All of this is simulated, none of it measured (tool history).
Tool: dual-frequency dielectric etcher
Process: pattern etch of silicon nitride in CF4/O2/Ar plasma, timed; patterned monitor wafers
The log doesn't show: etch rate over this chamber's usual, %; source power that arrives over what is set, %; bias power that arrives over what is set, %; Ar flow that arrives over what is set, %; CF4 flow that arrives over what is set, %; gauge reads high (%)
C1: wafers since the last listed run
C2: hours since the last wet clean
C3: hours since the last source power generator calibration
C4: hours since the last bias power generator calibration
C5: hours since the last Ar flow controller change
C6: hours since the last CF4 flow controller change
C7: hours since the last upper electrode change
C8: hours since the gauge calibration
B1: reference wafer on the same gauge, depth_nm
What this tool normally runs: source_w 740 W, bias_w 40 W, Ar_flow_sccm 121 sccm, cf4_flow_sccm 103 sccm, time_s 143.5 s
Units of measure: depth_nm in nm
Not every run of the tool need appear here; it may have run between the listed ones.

Run 1, hour 0.0: usual settings but bias_w 48 W; C1 0; C2 461.7; C3 1697.7; C4 1150.9; C5 1946.0; C6 3138.0; C7 4258.3; C8 832.8; B1 364.0. Result: depth_nm 402.0 nm.
At hour 22.3: wet clean of the chamber.
Run 2, hour 67.0: usual settings but bias_w 48 W; C1 472; C2 44.7; C3 1764.7; C4 1217.9; C5 2013.0; C6 3205.0; C7 4325.3; C8 899.8; B1 363.9. Result: depth_nm 392.1 nm.
Run 3, hour 156.3: usual settings but bias_w 48 W; C1 943; C2 134.0; C3 1854.0; C4 1307.2; C5 2102.3; C6 3294.3; C7 4414.6; C8 989.1; B1 364.2. Result: depth_nm 394.3 nm.
Run 4, hour 225.1: usual settings but source_w 870 W; C1 726; C2 202.8; C3 1922.8; C4 1376.0; C5 2171.1; C6 3363.1; C7 4483.4; C8 1057.9; B1 364.1. Result: depth_nm 423.7 nm.
Run 5, hour 264.7: usual settings but source_w 870 W; C1 418; C2 242.4; C3 1962.4; C4 1415.6; C5 2210.7; C6 3402.7; C7 4523.0; C8 1097.5; B1 364.2. Result: depth_nm 425.4 nm.
Run 6, hour 336.6: usual settings; C1 759; C2 314.3; C3 2034.3; C4 1487.5; C5 2282.6; C6 3474.6; C7 4594.9; C8 1169.4; B1 364.1. Result: depth_nm 375.8 nm.
At hour 354.6: gauge calibrated.
Run 7, hour 428.8: usual settings but source_w 780 W, time_s 164.0 s; C1 973; C2 406.5; C3 2126.5; C4 1579.7; C5 2374.8; C6 3566.8; C7 4687.1; C8 74.2; B1 363.8. Result: depth_nm 452.3 nm.
At hour 444.3: source power generator calibrated.
At hour 455.5: wet clean of the chamber.
Run 8, hour 475.5: usual settings but source_w 780 W, time_s 164.0 s; C1 333; C2 20.0; C3 31.2; C4 1626.4; C5 2421.5; C6 3613.5; C7 4733.8; C8 120.9; B1 364.0. Result: depth_nm 435.1 nm.
Run 9, hour 522.7: usual settings but source_w 580 W; C1 498; C2 67.2; C3 78.4; C4 1673.6; C5 2468.7; C6 3660.7; C7 4781.0; C8 168.1; B1 363.9. Result: depth_nm 301.1 nm.
At hour 608.2: Ar flow controller replaced.
Run 10, hour 608.7: usual settings but source_w 660 W, bias_w 48 W, time_s 170.5 s; C1 845; C2 153.2; C3 164.4; C4 1759.6; C5 0.5; C6 3746.7; C7 4867.0; C8 254.1; B1 364.2. Result: depth_nm 425.5 nm.
At hour 698.5: CF4 flow controller replaced.
At hour 722.2: upper electrode replaced.
Run 11, hour 722.7: usual settings but bias_w 48 W; C1 890; C2 267.2; C3 278.4; C4 1873.6; C5 114.5; C6 24.2; C7 0.5; C8 368.1; B1 364.0. Result: depth_nm 394.0 nm.
Run 12, hour 767.9: usual settings but bias_w 43 W, Ar_flow_sccm 96 sccm, cf4_flow_sccm 124 sccm, time_s 131.5 s; C1 477; C2 312.4; C3 323.6; C4 1918.8; C5 159.7; C6 69.4; C7 45.7; C8 413.3; B1 363.7. Result: depth_nm 364.8 nm.

What does the tool deliver on the next run?
Run 13, hour 850.2: usual settings; C1 869; C2 394.7; C3 405.9; C4 2001.1; C5 242.0; C6 151.7; C7 128.0; C8 495.6; B1 ?. Result: depth_nm ?.

B1: 363.9
depth_nm: 372.9 nm
Had the tool carried no hidden state, the very same run would have given depth_nm 365.7 nm.
